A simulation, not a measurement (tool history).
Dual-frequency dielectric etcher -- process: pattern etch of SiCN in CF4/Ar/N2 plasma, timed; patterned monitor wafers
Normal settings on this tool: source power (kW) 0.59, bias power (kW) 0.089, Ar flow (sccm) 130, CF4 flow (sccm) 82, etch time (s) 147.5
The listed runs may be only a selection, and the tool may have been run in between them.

run	day	source power (kW)	bias power (kW)	Ar flow (sccm)	CF4 flow (sccm)	etch time (s)	read-back reference wafer on the same gauge, depth_nm	mean etch depth across the wafer (Å)
1	0	0.59	0.089	130	82	147.5	154.1	1928
2	0.529	0.59	0.089	130	82	147.5	154	1914
3	1.079	0.59	0.089	130	82	147.5	154.2	1938
4	1.725	0.59	0.089	130	82	147.5	154.2	1902
5	2.612	0.59	0.089	130	82	147.5	153.9	1924
# day 5.208: gauge calibrated
# day 5.908: upper electrode replaced
# day 6.542: wet clean of the chamber
6	6.562	0.59	0.089	130	82	147.5	154	1847
7	6.9	0.52	0.089	130	82	147.5	154.3	1654
8	7.571	0.44	0.089	130	96	147.5	154.2	1484
9	10.304	0.59	0.104	153	71	147.5	154.3	1823
# day 10.662: Ar flow controller replaced
10	11.475	0.59	0.089	130	82	147.5	154.4	1865
# day 11.971: CF4 flow controller replaced
11	12.342	0.68	0.11	130	82	177.5	154.2	2694
# day 12.892: bias power generator calibrated
12	14.079	0.59	0.089	130	82	147.5	154.3	1879
13	15	0.59	0.072	152	82	147.5	154.3	1751
14	16.2	0.59	0.076	113	65	107	153.8	1276
15	17.108	0.59	0.104	153	71	147.5	154.1	1843
16	18.304	0.66	0.089	130	96	147.5	154.4	2153
17	19.125	0.64	0.072	110	82	147.5	153.9	1997

What will run 18 give?
18	20.338	0.59	0.089	149	82	189.5	?	?

Run 18 yielded read-back reference wafer on the same gauge, depth_nm 153.7, mean etch depth across the wafer (Å) 2381.
Without the tool's hidden state the same run would have given mean etch depth across the wafer (Å) 2320.

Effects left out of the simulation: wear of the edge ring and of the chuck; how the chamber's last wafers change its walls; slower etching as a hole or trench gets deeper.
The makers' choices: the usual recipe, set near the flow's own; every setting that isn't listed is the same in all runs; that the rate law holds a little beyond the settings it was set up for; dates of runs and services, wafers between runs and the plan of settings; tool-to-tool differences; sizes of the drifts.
